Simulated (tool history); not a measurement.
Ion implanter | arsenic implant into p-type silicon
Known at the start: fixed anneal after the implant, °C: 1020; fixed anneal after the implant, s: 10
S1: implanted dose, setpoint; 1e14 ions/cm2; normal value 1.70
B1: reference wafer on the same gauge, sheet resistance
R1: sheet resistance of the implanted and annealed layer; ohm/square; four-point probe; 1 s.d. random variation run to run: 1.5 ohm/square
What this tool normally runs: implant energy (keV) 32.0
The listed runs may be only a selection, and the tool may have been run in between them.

Run 1, hour 0.0: usual settings; B1 386.18. Result: R1 438.89 ohm/square.
Run 2, hour 49.0: usual settings; B1 386.35. Result: R1 440.17 ohm/square.
Run 3, hour 77.6: usual settings; B1 385.95. Result: R1 440.77 ohm/square.
Run 4, hour 122.3: usual settings; B1 386.08. Result: R1 436.75 ohm/square.
Run 5, hour 149.9: usual settings; B1 385.66. Result: R1 439.53 ohm/square.
Run 6, hour 198.3: usual settings but S1 1.88 1e14 ions/cm2; B1 385.95. Result: R1 411.25 ohm/square.
Run 7, hour 268.1: usual settings but S1 1.88 1e14 ions/cm2; B1 385.70. Result: R1 408.06 ohm/square.
Run 8, hour 313.8: usual settings but S1 1.88 1e14 ions/cm2; B1 386.04. Result: R1 409.91 ohm/square.
Run 9, hour 363.1: usual settings but implant energy (keV) 25.0; B1 385.85. Result: R1 455.10 ohm/square.
Run 10, hour 425.2: usual settings but implant energy (keV) 25.0; B1 386.51. Result: R1 452.97 ohm/square.
Run 11, hour 453.5: usual settings; B1 386.02. Result: R1 442.51 ohm/square.
Run 12, hour 488.0: usual settings; B1 385.90. Result: R1 438.03 ohm/square.
Run 13, hour 540.9: usual settings; B1 385.42. Result: R1 436.19 ohm/square.
Run 14, hour 575.8: usual settings but S1 1.47 1e14 ions/cm2, implant energy (keV) 22.5; B1 386.13. Result: R1 514.22 ohm/square.
Run 15, hour 602.8: usual settings but S1 1.21 1e14 ions/cm2, implant energy (keV) 40.0; B1 385.95. Result: R1 536.12 ohm/square.
Run 16, hour 669.3: usual settings but S1 1.96 1e14 ions/cm2, implant energy (keV) 41.5; B1 386.33. Result: R1 381.82 ohm/square.
Run 17, hour 700.1: usual settings; B1 386.00. Result: R1 440.31 ohm/square.
Run 18, hour 747.1: usual settings; B1 386.11. Result: R1 438.75 ohm/square.
Run 19, hour 784.8: usual settings but S1 1.92 1e14 ions/cm2; B1 385.80. Result: R1 400.00 ohm/square.
Run 20, hour 832.7: usual settings but implant energy (keV) 24.5; B1 385.82. Result: R1 457.19 ohm/square.
Run 21, hour 892.1: usual settings but S1 2.13 1e14 ions/cm2, implant energy (keV) 22.0; B1 385.95. Result: R1 392.45 ohm/square.
Run 22, hour 933.0: usual settings but S1 1.29 1e14 ions/cm2, implant energy (keV) 26.0; B1 385.81. Result: R1 551.45 ohm/square.
Run 23, hour 977.4: usual settings but S1 2.18 1e14 ions/cm2, implant energy (keV) 23.0; B1 385.74. Result: R1 383.34 ohm/square.
Run 24, hour 1032.1: usual settings; B1 386.10. Result: R1 437.78 ohm/square.
Run 25, hour 1068.3: usual settings; B1 385.97. Result: R1 436.61 ohm/square.
Run 26, hour 1125.6: usual settings but implant energy (keV) 28.0; B1 386.25. Result: R1 451.83 ohm/square.

The log once held 3 entries between its listed runs, left out of this copy. Where does each go, and what is different about the tool's unlogged condition between the listed run before it and the listed run after it?
Run 9 -> run 10: extraction supply calibrated (hour 373.0)
  no hidden state differs between the two runs
Run 17 -> run 18: gauge calibrated (hour 742.1)
  no hidden state differs between the two runs
Run 19 -> run 20: Faraday cup replaced and dose calibrated (hour 800.9)
  no hidden state differs between the two runs
